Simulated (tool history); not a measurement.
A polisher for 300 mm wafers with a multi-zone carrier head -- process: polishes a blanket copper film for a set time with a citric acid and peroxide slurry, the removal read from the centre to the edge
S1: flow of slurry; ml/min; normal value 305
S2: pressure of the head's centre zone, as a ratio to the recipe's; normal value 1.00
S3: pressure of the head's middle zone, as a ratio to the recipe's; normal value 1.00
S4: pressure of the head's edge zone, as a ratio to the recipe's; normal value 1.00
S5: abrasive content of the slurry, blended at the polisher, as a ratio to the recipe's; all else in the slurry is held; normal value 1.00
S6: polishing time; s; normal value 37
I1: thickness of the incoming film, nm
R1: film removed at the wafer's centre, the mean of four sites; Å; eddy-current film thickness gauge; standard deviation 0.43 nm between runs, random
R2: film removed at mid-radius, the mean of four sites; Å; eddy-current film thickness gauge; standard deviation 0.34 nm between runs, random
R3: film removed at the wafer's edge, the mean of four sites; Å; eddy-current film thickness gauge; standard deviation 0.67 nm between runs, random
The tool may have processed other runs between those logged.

{"run": 1, "hour": 0.0, "S1": 325, "S2": 1.0, "S3": 1.0, "S4": 1.0, "S5": 1.0, "S6": 46, "I1": 833.0, "R1": 612, "R2": 615, "R3": 625}
{"hour": 5.3, "done": "carrier head's membrane replaced by a new one"}
{"hour": 59.1, "done": "slurry nozzle cleaned, repeated, since the last time left the tool worse"}
{"run": 2, "hour": 60.3, "S1": 305, "S2": 1.0, "S3": 1.0, "S4": 1.0, "S5": 1.0, "S6": 37, "I1": 835.4, "R1": 555, "R2": 546, "R3": 556}
{"hour": 79.4, "done": "worn pad replaced by a new one"}
{"run": 3, "hour": 101.4, "S1": 305, "S2": 1.0, "S3": 1.0, "S4": 1.0, "S5": 1.0, "S6": 37, "I1": 853.8, "R1": 550, "R2": 544, "R3": 558}
{"run": 4, "hour": 129.3, "S1": 305, "S2": 1.0, "S3": 1.0, "S4": 1.0, "S5": 1.0, "S6": 37, "I1": 837.6, "R1": 550, "R2": 549, "R3": 548}
{"run": 5, "hour": 179.1, "S1": 305, "S2": 1.0, "S3": 1.0, "S4": 1.0, "S5": 1.0, "S6": 37, "I1": 836.9, "R1": 546, "R2": 535, "R3": 533}
{"run": 6, "hour": 235.9, "S1": 375, "S2": 1.0, "S3": 0.9, "S4": 1.09, "S5": 0.75, "S6": 37, "I1": 831.6, "R1": 520, "R2": 472, "R3": 541}
{"run": 7, "hour": 265.5, "S1": 305, "S2": 1.0, "S3": 1.0, "S4": 1.0, "S5": 1.0, "S6": 37, "I1": 846.8, "R1": 536, "R2": 542, "R3": 536}
{"run": 8, "hour": 302.7, "S1": 305, "S2": 1.08, "S3": 1.0, "S4": 1.0, "S5": 1.0, "S6": 37, "I1": 837.8, "R1": 576, "R2": 532, "R3": 523}
{"run": 9, "hour": 372.9, "S1": 305, "S2": 1.0, "S3": 1.0, "S4": 1.1, "S5": 1.0, "S6": 47, "I1": 825.1, "R1": 684, "R2": 684, "R3": 712}
{"hour": 393.7, "done": "slurry nozzle cleaned"}
{"hour": 418.8, "done": "worn pad replaced by a new one"}
{"run": 10, "hour": 494.8, "S1": 405, "S2": 0.91, "S3": 1.07, "S4": 1.0, "S5": 1.0, "S6": 45, "I1": 838.3, "R1": 639, "R2": 727, "R3": 673}
{"run": 11, "hour": 561.0, "S1": 305, "S2": 1.07, "S3": 1.09, "S4": 0.91, "S5": 1.0, "S6": 30, "I1": 841.8, "R1": 463, "R2": 468, "R3": 425}
{"run": 12, "hour": 613.2, "S1": 305, "S2": 1.0, "S3": 1.0, "S4": 1.11, "S5": 1.0, "S6": 47, "I1": 847.2, "R1": 693, "R2": 685, "R3": 711}
{"run": 13, "hour": 637.6, "S1": 355, "S2": 1.0, "S3": 0.9, "S4": 1.0, "S5": 1.0, "S6": 28, "I1": 842.3, "R1": 420, "R2": 373, "R3": 423}
{"run": 14, "hour": 682.3, "S1": 240, "S2": 1.0, "S3": 1.0, "S4": 1.03, "S5": 0.7, "S6": 34, "I1": 835.8, "R1": 442, "R2": 440, "R3": 454}
{"hour": 723.5, "done": "edge zone pressure recalibrated"}
{"hour": 726.5, "done": "slurry nozzle cleaned"}
{"hour": 732.2, "done": "carrier head's membrane replaced by a new one"}
{"hour": 744.3, "done": "worn pad replaced by a new one"}
{"run": 15, "hour": 744.8, "S1": 305, "S2": 0.9, "S3": 1.0, "S4": 1.0, "S5": 1.0, "S6": 37, "I1": 833.9, "R1": 509, "R2": 546, "R3": 553}
{"run": 16, "hour": 870.2, "S1": 305, "S2": 1.05, "S3": 1.0, "S4": 1.0, "S5": 1.0, "S6": 37, "I1": 835.5, "R1": 563, "R2": 538, "R3": 541}
{"run": 17, "hour": 908.8, "S1": 305, "S2": 1.0, "S3": 1.0, "S4": 1.0, "S5": 1.0, "S6": 37, "I1": 841.2, "R1": 537, "R2": 535, "R3": 534}
{"run": 18, "hour": 971.4, "S1": 305, "S2": 1.0, "S3": 1.0, "S4": 1.0, "S5": 1.0, "S6": 42, "I1": 846.2, "R1": 615, "R2": 610, "R3": 611}
{"run": 19, "hour": 1016.7, "S1": 305, "S2": 1.0, "S3": 1.0, "S4": 1.0, "S5": 1.0, "S6": 37, "I1": 829.0, "R1": 536, "R2": 530, "R3": 540}
{"hour": 1064.1, "done": "slurry nozzle cleaned"}
{"run": 20, "hour": 1070.6, "S1": 305, "S2": 1.0, "S3": 1.0, "S4": 1.0, "S5": 1.0, "S6": 49, "I1": 839.1, "R1": 731, "R2": 721, "R3": 740}
{"hour": 1083.7, "done": "worn pad replaced by a new one"}
{"run": 21, "hour": 1120.5, "S1": 350, "S2": 1.0, "S3": 1.0, "S4": 1.06, "S5": 0.9, "S6": 26, "I1": 834.2, "R1": 380, "R2": 384, "R3": 390}

Each row is a separate what-if for the run after 21, all from the same tool condition, not one after another. Results?
{"run": "A", "hour": 1120.9, "S1": 305, "S2": 1.0, "S3": 1.0, "S4": 1.0, "S5": 1.0, "S6": 37, "I1": 845.4, "R1": "?", "R2": "?", "R3": "?"}
{"run": "B", "hour": 1120.9, "S1": 305, "S2": 1.0, "S3": 1.0, "S4": 0.95, "S5": 1.0, "S6": 37, "I1": 845.4, "R1": "?", "R2": "?", "R3": "?"}
{"run": "C", "hour": 1120.9, "S1": 305, "S2": 1.0, "S3": 0.96, "S4": 1.0, "S5": 1.0, "S6": 41, "I1": 845.4, "R1": "?", "R2": "?", "R3": "?"}
{"run": "D", "hour": 1120.9, "S1": 305, "S2": 1.0, "S3": 1.12, "S4": 1.0, "S5": 1.0, "S6": 37, "I1": 845.4, "R1": "?", "R2": "?", "R3": "?"}

run=A R1=555 R2=547 R3=532
run=B R1=555 R2=547 R3=521
run=C R1=615 R2=586 R3=590
run=D R1=556 R2=603 R3=532
Had the tool no hidden state, the same runs would have come out as:
run=A R1=563 R2=554 R3=538
run=B R1=563 R2=554 R3=526
run=C R1=624 R2=594 R3=596
run=D R1=564 R2=611 R3=537
